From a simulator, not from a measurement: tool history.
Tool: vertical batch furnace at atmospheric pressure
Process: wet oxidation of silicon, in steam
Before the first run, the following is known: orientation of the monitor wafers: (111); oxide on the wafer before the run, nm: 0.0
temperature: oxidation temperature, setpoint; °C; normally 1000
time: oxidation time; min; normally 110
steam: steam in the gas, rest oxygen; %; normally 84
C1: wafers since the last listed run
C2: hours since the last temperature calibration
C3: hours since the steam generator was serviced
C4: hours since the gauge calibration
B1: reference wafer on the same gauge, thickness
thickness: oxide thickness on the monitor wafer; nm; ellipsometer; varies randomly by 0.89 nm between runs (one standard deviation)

{"run": 1, "day": 0.0, "temperature": 1000, "time": 110, "steam": 84, "C1": 0, "C2": 2373.9, "C3": 3581.3, "C4": 53.8, "B1": 649.66, "thickness": 594.66}
{"run": 2, "day": 0.629, "temperature": 1000, "time": 110, "steam": 84, "C1": 161, "C2": 2389, "C3": 3596.4, "C4": 68.9, "B1": 650.29, "thickness": 593.66}
{"run": 3, "day": 1.304, "temperature": 1000, "time": 110, "steam": 84, "C1": 172, "C2": 2405.2, "C3": 3612.6, "C4": 85.1, "B1": 649.94, "thickness": 593.54}
{"run": 4, "day": 1.683, "temperature": 1000, "time": 110, "steam": 84, "C1": 97, "C2": 2414.3, "C3": 3621.7, "C4": 94.2, "B1": 649.78, "thickness": 592.83}
{"day": 3.117, "done": "thermocouples replaced and temperature profile calibrated"}
{"day": 3.796, "done": "steam generator serviced"}
{"run": 5, "day": 3.817, "temperature": 1000, "time": 110, "steam": 84, "C1": 116, "C2": 16.8, "C3": 0.5, "C4": 145.4, "B1": 649.91, "thickness": 592.91}
{"run": 6, "day": 4.042, "temperature": 1000, "time": 110, "steam": 84, "C1": 57, "C2": 22.2, "C3": 5.9, "C4": 150.8, "B1": 650.07, "thickness": 593.81}
{"run": 7, "day": 4.271, "temperature": 1000, "time": 110, "steam": 84, "C1": 58, "C2": 27.7, "C3": 11.4, "C4": 156.3, "B1": 649.56, "thickness": 593.84}
{"day": 4.412, "done": "gauge calibrated"}
{"run": 8, "day": 4.5, "temperature": 1000, "time": 149.5, "steam": 84, "C1": 58, "C2": 33.2, "C3": 16.9, "C4": 2.1, "B1": 649.95, "thickness": 711.73}
{"run": 9, "day": 5.129, "temperature": 1000, "time": 110, "steam": 84, "C1": 161, "C2": 48.3, "C3": 32, "C4": 17.2, "B1": 649.74, "thickness": 594.4}
{"run": 10, "day": 5.538, "temperature": 1021, "time": 72.5, "steam": 91, "C1": 104, "C2": 58.1, "C3": 41.8, "C4": 27, "B1": 649.91, "thickness": 539.14}
{"run": 11, "day": 6.125, "temperature": 1016, "time": 147, "steam": 73, "C1": 150, "C2": 72.2, "C3": 55.9, "C4": 41.1, "B1": 649.57, "thickness": 697.4}
{"run": 12, "day": 7.788, "temperature": 986, "time": 95, "steam": 88, "C1": 425, "C2": 112.1, "C3": 95.8, "C4": 81, "B1": 650.57, "thickness": 518.67}
{"run": 13, "day": 8.738, "temperature": 1000, "time": 71, "steam": 91, "C1": 243, "C2": 134.9, "C3": 118.6, "C4": 103.8, "B1": 649.85, "thickness": 479.84}
{"run": 14, "day": 9.458, "temperature": 982, "time": 110, "steam": 84, "C1": 184, "C2": 152.2, "C3": 135.9, "C4": 121.1, "B1": 650.19, "thickness": 539.92}
{"day": 10.254, "done": "gauge calibrated"}
{"run": 15, "day": 10.392, "temperature": 1000, "time": 110, "steam": 84, "C1": 239, "C2": 174.6, "C3": 158.3, "C4": 3.3, "B1": 649.76, "thickness": 594.48}

Here are 3 independent what-if runs from the current tool condition. What would each one return?
{"run": "A", "day": 10.625, "temperature": 980, "time": 110, "steam": 84, "C1": 59, "C2": 180.2, "C3": 163.9, "C4": 8.9, "B1": "?", "thickness": "?"}
{"run": "B", "day": 10.625, "temperature": 1000, "time": 156, "steam": 77, "C1": 59, "C2": 180.2, "C3": 163.9, "C4": 8.9, "B1": "?", "thickness": "?"}
{"run": "C", "day": 10.625, "temperature": 978, "time": 110, "steam": 90, "C1": 59, "C2": 180.2, "C3": 163.9, "C4": 8.9, "B1": "?", "thickness": "?"}

run=A B1=649.73 thickness=533.99
run=B B1=649.73 thickness=692.4
run=C B1=649.73 thickness=550.88
What these runs would have given with no unlogged condition in the tool:
run=A thickness=533.99
run=B thickness=692.4
run=C thickness=550.88
